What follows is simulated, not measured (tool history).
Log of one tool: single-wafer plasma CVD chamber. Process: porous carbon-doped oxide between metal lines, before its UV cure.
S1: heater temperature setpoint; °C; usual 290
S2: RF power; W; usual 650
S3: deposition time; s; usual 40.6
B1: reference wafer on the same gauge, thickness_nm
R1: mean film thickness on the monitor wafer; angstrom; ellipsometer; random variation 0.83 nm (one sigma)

run   hour   S1   S2    S3       B1       R1
  1    0.0  290  650  40.6  227.108  2634.56
  2   16.4  290  650  40.6  227.041  2635.26
  3   32.4  301  650  40.6  227.150  2492.43
  4   43.1  301  650  40.6  227.020  2494.64
  5   55.6  301  650  40.6  227.056  2470.95
  6   64.9  290  650  40.6  226.806  2641.70
  7   76.3  290  650  40.6  226.945  2623.90
  8   89.3  290  650  40.6  226.821  2615.23
  9   95.9  290  650  40.6  226.814  2629.50
 10  106.1  290  650  40.6  227.001  2631.58
 11  117.9  290  650  40.6  227.011  2631.91
 12  124.0  290  650  40.6  227.062  2629.62
 13  130.2  290  610  44.2  227.080  2702.98
 14  145.4  282  650  40.6  226.893  2765.72
 15  152.5  282  650  40.6  226.787  2754.53
 16  169.3  290  650  40.6  227.060  2633.14
 17  185.5  290  650  40.6  226.823  2640.19
     199.2  -- thermocouple changed; heater temperature recalibrated
 18  202.4  300  610  44.3  226.837  2539.91
 19  218.6  279  650  40.6  227.005  2801.91
 20  227.1  290  650  40.6  227.053  2634.32
 21  233.5  290  650  40.6  226.877  2642.09
 22  250.1  277  720  45.5  227.008  3484.10
 23  262.6  290  650  40.6  226.882  2629.31
 24  271.1  278  550  38.2  227.000  2234.80
     290.3  -- RF generator calibrated
 25  302.0  290  610  40.6  226.815  2477.39
     303.9  -- gauge calibrated
 26  317.2  290  650  45.6  227.146  2943.97
     332.2  -- showerhead replaced
 27  332.7  301  775  45.5  226.847  3269.90
 28  343.0  290  650  40.6  227.103  2622.75
 29  352.7  283  545  40.6  226.677  2278.56
 30  368.2  290  560  45.6  227.198  2545.71
 31  388.1  290  745  35.3  227.148  2628.74
 32  404.7  290  650  40.6  227.079  2634.77
 33  422.6  290  650  42.8  226.906  2786.96

Forecast each of these 3 alternatives for the next run:
  A  423.0  290  650  40.6   ?   ?
  B  423.0  301  650  45.5   ?   ?
  C  423.0  285  650  40.6   ?   ?

run       B1       R1
  A  226.921  2636.57
  B  226.921  2784.32
  C  226.921  2708.88
Without the tool's hidden state the same runs would have given:
run       R1
  A  2636.57
  B  2784.32
  C  2708.88
